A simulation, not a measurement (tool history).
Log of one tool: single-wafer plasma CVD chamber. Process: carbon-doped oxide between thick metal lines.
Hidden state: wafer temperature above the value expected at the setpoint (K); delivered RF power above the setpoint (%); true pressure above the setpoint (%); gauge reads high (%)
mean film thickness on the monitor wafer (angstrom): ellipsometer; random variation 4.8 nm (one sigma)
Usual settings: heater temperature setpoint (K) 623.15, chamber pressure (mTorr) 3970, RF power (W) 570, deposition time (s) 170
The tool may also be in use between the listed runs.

run   hour  heater temperature setpoint (K)  chamber pressure (mTorr)  RF power (W)  deposition time (s)  wafers since the last listed run  hours since the last thermocouple change  hours since the last RF generator calibration  hours since the last manometer calibration  hours since the showerhead was replaced  hours since the gauge calibration  read-back reference wafer on the same gauge, thickness_nm  mean film thickness on the monitor wafer (angstrom)
  1      0                           623.15                      3970           570                  170                                 0                                    1719.4                                         1413.3                                       821.7                                   6777.2                              613.9                                                    758.269                                              9399.35
  2   89.4                           619.15                      3970           570                  170                              1132                                    1808.8                                         1502.7                                       911.1                                   6866.6                              703.3                                                     760.56                                              9522.08
  3  127.6                           623.15                      3970           570                  170                               483                                      1847                                         1540.9                                       949.3                                   6904.8                              741.5                                                    761.711                                               9450.6
  4  233.4                           623.15                      3970           570                  170                              1340                                    1952.8                                         1646.7                                      1055.1                                   7010.6                              847.3                                                    762.785                                              9422.88
     326.5  -- capacitance manometer re-zeroed and calibrated
  5  336.4                           623.15                      3970           570                  170                              1203                                    2055.8                                         1749.7                                         9.9                                   7113.6                              950.3                                                    763.729                                              9478.19
     400.4  -- showerhead replaced
  6  408.7                           623.15                      3480           605                  170                               814                                    2128.1                                           1822                                        82.2                                      8.3                             1022.6                                                    764.301                                              9573.87
     443.8  -- thermocouple changed; heater temperature recalibrated
  7  512.6                           623.15                      3480           605                  170                              1214                                      68.8                                         1925.9                                       186.1                                    112.2                             1126.5                                                    764.302                                              9532.87
     540.6  -- gauge calibrated
     579.9  -- RF generator calibrated
  8  586.4                           633.15                      3970           570                  156                               833                                     142.6                                            6.5                                       259.9                                      186                               45.8                                                    733.505                                              8150.54
  9  637.4                           619.15                      3970           570                  170                               646                                     193.6                                           57.5                                       310.9                                      237                               96.8                                                    738.325                                              9355.87
 10  682.9                           623.15                      3970           570                  170                               576                                     239.1                                            103                                       356.4                                    282.5                              142.3                                                    739.995                                              9126.24
 11  734.9                           623.15                      3970           570                  170                               658                                     291.1                                            155                                       408.4                                    334.5                              194.3                                                    743.902                                              9196.74
 12  817.5                           635.15                      4850           570                  170                              1046                                     373.7                                          237.6                                         491                                    417.1                              276.9                                                    748.089                                              9294.49
 13  867.8                           619.15                      3970           645                  148                               637                                       424                                          287.9                                       541.3                                    467.4                              327.2                                                    750.131                                              8623.94
 14  969.4                           617.15                      3970           620                  170                              1287                                     525.6                                          389.5                                       642.9                                      569                              428.8                                                    753.819                                               9863.8

4 ways to go on from here, each from the tool as it stands after run 14. What would each give?
  A  969.8                           623.15                      4810           570                  170                                 5                                       526                                          389.9                                       643.3                                    569.4                              429.2                                                          ?                                                    ?
  B  969.8                           623.15                      3970           535                  170                                 5                                       526                                          389.9                                       643.3                                    569.4                              429.2                                                          ?                                                    ?
  C  969.8                           623.15                      3970           485                  170                                 5                                       526                                          389.9                                       643.3                                    569.4                              429.2                                                          ?                                                    ?
  D  969.8                           632.15                      3000           600                  156                                 5                                       526                                          389.9                                       643.3                                    569.4                              429.2                                                          ?                                                    ?

run  read-back reference wafer on the same gauge, thickness_nm  mean film thickness on the monitor wafer (angstrom)
  A                                                    754.126                                              9651.81
  B                                                    754.126                                              9130.83
  C                                                    754.126                                              8743.85
  D                                                    754.126                                              8323.52
Without the tool's hidden state the same runs would have given:
run  mean film thickness on the monitor wafer (angstrom)
  A                                              9364.29
  B                                              8858.83
  C                                              8483.37
  D                                              8075.56

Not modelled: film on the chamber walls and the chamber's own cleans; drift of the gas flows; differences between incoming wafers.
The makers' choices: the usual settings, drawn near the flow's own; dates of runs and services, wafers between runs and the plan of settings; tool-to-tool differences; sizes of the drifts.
